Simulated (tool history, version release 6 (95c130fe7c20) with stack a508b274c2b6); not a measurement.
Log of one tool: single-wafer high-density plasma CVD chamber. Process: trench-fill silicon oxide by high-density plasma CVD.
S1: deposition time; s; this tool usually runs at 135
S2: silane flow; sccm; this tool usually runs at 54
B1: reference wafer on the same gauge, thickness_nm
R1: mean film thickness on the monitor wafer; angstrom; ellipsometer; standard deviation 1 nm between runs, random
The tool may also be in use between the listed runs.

| run | day | S1 | S2 | B1 | R1 |
|---|---|---|---|---|---|
| 1 | 0.000 | 135 | 45 | 788.857 | 5359.40 |
| 2 | 0.404 | 135 | 54 | 789.117 | 6333.22 |
| 3 | 1.108 | 135 | 54 | 788.928 | 6334.05 |
| 4 | 1.496 | 135 | 54 | 789.080 | 6326.60 |
| 5 | 1.933 | 135 | 54 | 788.713 | 6338.87 |
| 6 | 2.292 | 135 | 50 | 789.178 | 5904.60 |
| 7 | 2.767 | 135 | 50 | 788.885 | 5894.89 |
| 8 | 3.071 | 135 | 54 | 789.139 | 6321.58 |
| 9 | 3.688 | 135 | 54 | 789.166 | 6334.24 |
| 10 | 4.196 | 135 | 54 | 789.127 | 6320.29 |
| 11 | 4.858 | 135 | 54 | 789.040 | 6336.66 |
| 12 | 5.492 | 135 | 54 | 788.775 | 6326.01 |
| 13 | 5.879 | 135 | 54 | 788.835 | 6310.15 |
| 14 | 6.217 | 135 | 54 | 789.242 | 6321.03 |
| 15 | 6.842 | 135 | 54 | 789.177 | 6308.90 |
| 16 | 7.475 | 119 | 54 | 789.027 | 5561.86 |
| 17 | 7.792 | 135 | 62 | 789.024 | 7170.06 |
| 18 | 8.258 | 135 | 62 | 788.980 | 7180.62 |
| 19 | 8.979 | 118 | 60 | 788.726 | 6092.88 |
|  | 9.488 | silane flow controller replaced |
| 20 | 9.508 | 116 | 51 | 788.736 | 5460.72 |
| 21 | 10.017 | 149 | 61 | 788.940 | 8284.26 |
|  | 10.212 | gauge calibrated |
| 22 | 10.508 | 113 | 45 | 789.033 | 4751.17 |
| 23 | 11.221 | 126 | 44 | 789.275 | 5184.79 |
| 24 | 11.671 | 135 | 54 | 789.184 | 6701.72 |
| 25 | 11.925 | 113 | 60 | 788.983 | 6188.93 |
| 26 | 12.208 | 119 | 48 | 788.821 | 5304.32 |
| 27 | 12.675 | 146 | 61 | 788.788 | 8097.48 |
| 28 | 13.021 | 124 | 46 | 789.032 | 5309.91 |
| 29 | 13.279 | 156 | 45 | 788.951 | 6546.63 |
| 30 | 13.875 | 123 | 57 | 789.013 | 6429.63 |
| 31 | 14.388 | 135 | 54 | 788.836 | 6701.62 |
| 32 | 14.821 | 135 | 54 | 789.195 | 6702.13 |
| 33 | 15.142 | 114 | 54 | 788.930 | 5659.08 |
| 34 | 16.817 | 145 | 43 | 788.947 | 5841.74 |
| 35 | 17.438 | 114 | 54 | 788.982 | 5673.93 |
| 36 | 18.042 | 125 | 45 | 789.256 | 5249.39 |

For each run, what was the tool's unlogged condition?
gauge reads high (%): 0 in every run
H1: delivered silane flow above the setpoint (%)
| run | H1 |
|---|---|
| 1 | -5.67 |
| 2 | -5.69 |
| 3 | -5.72 |
| 4 | -5.74 |
| 5 | -5.77 |
| 6 | -5.79 |
| 7 | -5.81 |
| 8 | -5.83 |
| 9 | -5.86 |
| 10 | -5.89 |
| 11 | -5.92 |
| 12 | -5.96 |
| 13 | -5.98 |
| 14 | -6 |
| 15 | -6.03 |
| 16 | -6.07 |
| 17 | -6.08 |
| 18 | -6.11 |
| 19 | -6.15 |
| 20 | 0.219 |
| 21 | 0.219 |
| 22 | 0.219 |
| 23 | 0.218 |
| 24 | 0.218 |
| 25 | 0.218 |
| 26 | 0.218 |
| 27 | 0.217 |
| 28 | 0.217 |
| 29 | 0.217 |
| 30 | 0.216 |
| 31 | 0.215 |
| 32 | 0.215 |
| 33 | 0.214 |
| 34 | 0.211 |
| 35 | 0.21 |
| 36 | 0.208 |
